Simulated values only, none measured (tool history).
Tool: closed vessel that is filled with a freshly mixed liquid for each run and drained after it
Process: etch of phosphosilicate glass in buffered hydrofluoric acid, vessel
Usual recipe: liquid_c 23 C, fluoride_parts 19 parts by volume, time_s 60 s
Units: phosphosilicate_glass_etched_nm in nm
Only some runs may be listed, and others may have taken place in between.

run	day	liquid_c	fluoride_parts	time_s	wafers since the last listed run	hours since the thermometer was replaced	hours since the hydrofluoric acid flow meter was replaced	hours since the gauge calibration	read-back film thickness of the phosphosilicate glass reference wafer, read on the same gauge (nm)	phosphosilicate_glass_etched_nm
1	0	26.5	19	60	0	2773.1	2034.2	183.7	39.99	236.92
2	1.121	26.5	19	60	3571	2800	2061.1	210.6	40	241.34
3	2.408	23	21	60	4103	2830.9	2092	241.5	39.97	183.4
4	3.212	23	21	60	2562	2850.2	2111.3	260.8	40.01	186.64
5	3.767	23	22.5	60	1766	2863.5	2124.6	274.1	40.03	176.55
6	6.421	23	19	60	8458	2927.2	2188.3	337.8	40.01	197.64
7	7.346	23	19	80	2947	2949.4	2210.5	360	40.01	259.41
8	8.621	23	19	80	4063	2980	2241.1	390.6	40.01	261.95
# day 9.475: thermometer replaced
9	9.496	24.5	19	60	2655	0.5	2262.1	411.6	40.02	214.55
10	10.183	24.5	19	60	2190	17	2278.6	428.1	40.02	212.91
11	11.388	19.5	19	60	3837	45.9	2307.5	457	40	160.22
12	12.362	19.5	19	90	3107	69.3	2330.9	480.4	39.98	239.39
13	13.646	26.5	13.5	60	4089	100.1	2361.7	511.2	39.97	324.9
# day 14.588: gauge calibrated
14	15.133	18	11.5	60	4740	135.8	2397.4	13.1	40.01	236.84
# day 16.142: hydrofluoric acid flow meter replaced
15	16.158	23	19	60	3133	160.4	0.4	37.7	40	219.08
16	17.162	21.5	26	30	3200	184.5	24.5	61.8	40	80.25
17	18.6	25	26	45	4581	219	59	96.3	40.03	145.19
18	19.746	18.5	13.5	30	3651	246.5	86.5	123.8	40.02	117.21
19	20.567	23	19	60	2615	266.2	106.2	143.5	40.01	214.38
20	21.854	26.5	19	60	4103	297.1	137.1	174.4	40	261.07
21	23	19	19	60	3651	324.6	164.6	201.9	40.01	173.52
22	24.367	19.5	12.5	45	4355	357.4	197.4	234.7	39.98	200.48
23	25.742	26.5	17	60	4381	390.4	230.4	267.7	40	291.23

Forecast each of these 4 alternatives for the next run:
A	25.771	23	19	60	92	391.1	231.1	268.4	?	?
B	25.771	20	21.5	35	92	391.1	231.1	268.4	?	?
C	25.771	27	25	40	92	391.1	231.1	268.4	?	?
D	25.771	23	26	60	92	391.1	231.1	268.4	?	?

run	read-back film thickness of the phosphosilicate glass reference wafer, read on the same gauge (nm)	phosphosilicate_glass_etched_nm
A	40	217.85
B	40	97.63
C	40	147.83
D	40	173.51
With no hidden state in the tool, these same runs would have given:
run	phosphosilicate_glass_etched_nm
A	220.61
B	98.5
C	149.14
D	175.05
